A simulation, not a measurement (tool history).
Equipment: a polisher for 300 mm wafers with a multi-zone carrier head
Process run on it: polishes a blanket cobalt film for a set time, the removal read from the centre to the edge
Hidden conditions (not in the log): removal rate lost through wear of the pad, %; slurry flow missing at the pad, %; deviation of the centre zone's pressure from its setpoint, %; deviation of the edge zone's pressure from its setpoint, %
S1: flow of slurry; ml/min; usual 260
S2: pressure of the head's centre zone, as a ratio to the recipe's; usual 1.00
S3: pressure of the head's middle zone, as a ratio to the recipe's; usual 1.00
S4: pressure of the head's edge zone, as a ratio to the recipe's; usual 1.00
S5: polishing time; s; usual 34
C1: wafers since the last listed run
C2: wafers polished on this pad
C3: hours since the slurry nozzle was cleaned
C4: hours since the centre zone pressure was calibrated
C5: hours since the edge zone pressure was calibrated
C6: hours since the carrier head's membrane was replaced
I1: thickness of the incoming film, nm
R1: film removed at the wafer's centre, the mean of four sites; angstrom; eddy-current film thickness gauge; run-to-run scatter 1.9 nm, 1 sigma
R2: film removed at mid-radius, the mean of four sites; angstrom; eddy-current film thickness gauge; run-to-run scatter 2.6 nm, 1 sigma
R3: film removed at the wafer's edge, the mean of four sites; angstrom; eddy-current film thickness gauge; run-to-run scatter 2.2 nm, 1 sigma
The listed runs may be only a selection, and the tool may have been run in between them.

run 1 hour=0.0 | S1=260 S2=1.00 S3=1.00 S4=1.00 S5=34 | C1=0 C2=1182 C3=138.1 C4=492.5 C5=727.7 C6=598.5 | I1=1407.5 | R1=1883 R2=1984 R3=1916
run 2 hour=59.1 | S1=260 S2=1.00 S3=1.00 S4=1.00 S5=34 | C1=430 C2=1612 C3=197.2 C4=551.6 C5=786.8 C6=657.6 | I1=1411.7 | R1=1878 R2=1924 R3=1879
-- hour=89.4 worn pad replaced by a new one
-- hour=96.4 slurry nozzle cleaned
run 3 hour=96.9 | S1=260 S2=1.00 S3=1.00 S4=1.00 S5=34 | C1=238 C2=47 C3=0.5 C4=589.4 C5=824.6 C6=695.4 | I1=1403.2 | R1=1994 R2=2034 R3=2016
run 4 hour=142.6 | S1=260 S2=1.00 S3=1.00 S4=1.00 S5=34 | C1=332 C2=380 C3=46.2 C4=635.1 C5=870.3 C6=741.1 | I1=1407.8 | R1=1951 R2=2020 R3=1961
run 5 hour=179.8 | S1=260 S2=1.00 S3=1.00 S4=1.00 S5=34 | C1=270 C2=650 C3=83.4 C4=672.3 C5=907.5 C6=778.3 | I1=1379.4 | R1=1951 R2=1994 R3=1955
-- hour=230.4 carrier head's membrane replaced by a new one
run 6 hour=241.5 | S1=260 S2=1.00 S3=1.00 S4=1.00 S5=34 | C1=412 C2=1063 C3=145.1 C4=734.0 C5=969.2 C6=11.1 | I1=1419.4 | R1=1932 R2=1965 R3=1925
run 7 hour=298.0 | S1=260 S2=1.00 S3=1.00 S4=1.00 S5=37 | C1=411 C2=1474 C3=201.6 C4=790.5 C5=1025.7 C6=67.6 | I1=1390.1 | R1=2097 R2=2125 R3=2081
run 8 hour=332.2 | S1=260 S2=1.00 S3=1.00 S4=1.00 S5=37 | C1=248 C2=1723 C3=235.8 C4=824.7 C5=1059.9 C6=101.8 | I1=1411.4 | R1=2048 R2=2149 R3=2080
-- hour=351.5 slurry nozzle cleaned
-- hour=358.1 worn pad replaced by a new one
run 9 hour=379.7 | S1=260 S2=1.00 S3=1.00 S4=1.00 S5=37 | C1=309 C2=157 C3=28.2 C4=872.2 C5=1107.4 C6=149.3 | I1=1422.9 | R1=2114 R2=2163 R3=2138
run 10 hour=406.8 | S1=260 S2=1.00 S3=1.00 S4=1.00 S5=34 | C1=197 C2=354 C3=55.3 C4=899.3 C5=1134.5 C6=176.4 | I1=1426.8 | R1=1954 R2=1989 R3=1953
run 11 hour=457.5 | S1=260 S2=0.91 S3=1.00 S4=0.94 S5=34 | C1=368 C2=723 C3=106.0 C4=950.0 C5=1185.2 C6=227.1 | I1=1405.2 | R1=1763 R2=1918 R3=1851
run 12 hour=506.0 | S1=260 S2=1.00 S3=1.00 S4=1.00 S5=34 | C1=352 C2=1076 C3=154.5 C4=998.5 C5=1233.7 C6=275.6 | I1=1408.9 | R1=1930 R2=1959 R3=1959
-- hour=587.2 worn pad replaced by a new one
-- hour=590.2 edge zone pressure recalibrated
-- hour=597.9 slurry nozzle cleaned
run 13 hour=644.9 | S1=260 S2=0.89 S3=0.92 S4=1.00 S5=30 | C1=959 C2=398 C3=47.0 C4=1137.4 C5=54.7 C6=414.5 | I1=1426.6 | R1=1536 R2=1695 R3=1714
run 14 hour=693.8 | S1=195 S2=1.00 S3=1.00 S4=1.00 S5=34 | C1=355 C2=754 C3=95.9 C4=1186.3 C5=103.6 C6=463.4 | I1=1427.7 | R1=1824 R2=1906 R3=1881
run 15 hour=761.1 | S1=350 S2=1.00 S3=1.00 S4=0.94 S5=34 | C1=489 C2=1243 C3=163.2 C4=1253.6 C5=170.9 C6=530.7 | I1=1386.3 | R1=2024 R2=2007 R3=1988
-- hour=765.7 centre zone pressure recalibrated
run 16 hour=795.5 | S1=260 S2=1.00 S3=0.91 S4=1.00 S5=44 | C1=235 C2=1479 C3=197.6 C4=29.8 C5=205.3 C6=565.1 | I1=1429.8 | R1=2451 R2=2363 R3=2497
-- hour=805.1 worn pad replaced by a new one, of another model than before
run 17 hour=852.7 | S1=260 S2=1.00 S3=1.00 S4=1.00 S5=34 | C1=387 C2=346 C3=254.8 C4=87.0 C5=262.5 C6=622.3 | I1=1415.6 | R1=1849 R2=1912 R3=1911
-- hour=871.0 slurry nozzle cleaned
-- hour=909.6 carrier head's membrane replaced by a new one
run 18 hour=1037.9 | S1=260 S2=1.00 S3=1.00 S4=1.09 S5=34 | C1=1304 C2=1650 C3=166.9 C4=272.2 C5=447.7 C6=128.3 | I1=1387.2 | R1=1820 R2=1915 R3=1989
-- hour=1071.7 worn pad replaced by a new one
run 19 hour=1092.7 | S1=260 S2=0.90 S3=1.05 S4=1.00 S5=38 | C1=369 C2=152 C3=221.7 C4=327.0 C5=502.5 C6=183.1 | I1=1396.5 | R1=1849 R2=2184 R3=2093
-- hour=1109.5 slurry nozzle cleaned
run 20 hour=1135.5 | S1=260 S2=1.00 S3=1.00 S4=1.00 S5=34 | C1=304 C2=456 C3=26.0 C4=369.8 C5=545.3 C6=225.9 | I1=1382.0 | R1=1941 R2=2018 R3=1937
run 21 hour=1189.7 | S1=260 S2=1.00 S3=0.90 S4=1.00 S5=34 | C1=394 C2=851 C3=80.2 C4=424.0 C5=599.5 C6=280.1 | I1=1398.8 | R1=1821 R2=1750 R3=1881

5 ways to go on from here, each from the tool as it stands after run 21. What would each give?
run A hour=1190.1 | S1=260 S2=1.00 S3=1.00 S4=1.00 S5=34 | C1=2 C2=854 C3=80.6 C4=424.4 C5=599.9 C6=280.5 | I1=1408.5 | R1=? R2=? R3=?
run B hour=1190.1 | S1=260 S2=1.07 S3=1.08 S4=1.00 S5=34 | C1=2 C2=854 C3=80.6 C4=424.4 C5=599.9 C6=280.5 | I1=1408.5 | R1=? R2=? R3=?
run C hour=1190.1 | S1=260 S2=1.08 S3=1.00 S4=1.08 S5=34 | C1=2 C2=854 C3=80.6 C4=424.4 C5=599.9 C6=280.5 | I1=1408.5 | R1=? R2=? R3=?
run D hour=1190.1 | S1=205 S2=0.89 S3=1.00 S4=0.96 S5=34 | C1=2 C2=854 C3=80.6 C4=424.4 C5=599.9 C6=280.5 | I1=1408.5 | R1=? R2=? R3=?
run E hour=1190.1 | S1=340 S2=1.00 S3=0.92 S4=1.00 S5=34 | C1=2 C2=854 C3=80.6 C4=424.4 C5=599.9 C6=280.5 | I1=1408.5 | R1=? R2=? R3=?

run=A R1=1829 R2=1894 R3=1906
run=B R1=1959 R2=2021 R3=1904
run=C R1=1977 R2=1893 R3=1980
run=D R1=1463 R2=1726 R3=1749
run=E R1=1954 R2=1874 R3=1994
Had the tool no hidden state, the same runs would have come out as:
run=A R1=1966 R2=2021 R3=2000
run=B R1=2106 R2=2156 R3=1998
run=C R1=2125 R2=2019 R3=2077
run=D R1=1635 R2=1904 R3=1875
run=E R1=2049 R2=1957 R3=2062

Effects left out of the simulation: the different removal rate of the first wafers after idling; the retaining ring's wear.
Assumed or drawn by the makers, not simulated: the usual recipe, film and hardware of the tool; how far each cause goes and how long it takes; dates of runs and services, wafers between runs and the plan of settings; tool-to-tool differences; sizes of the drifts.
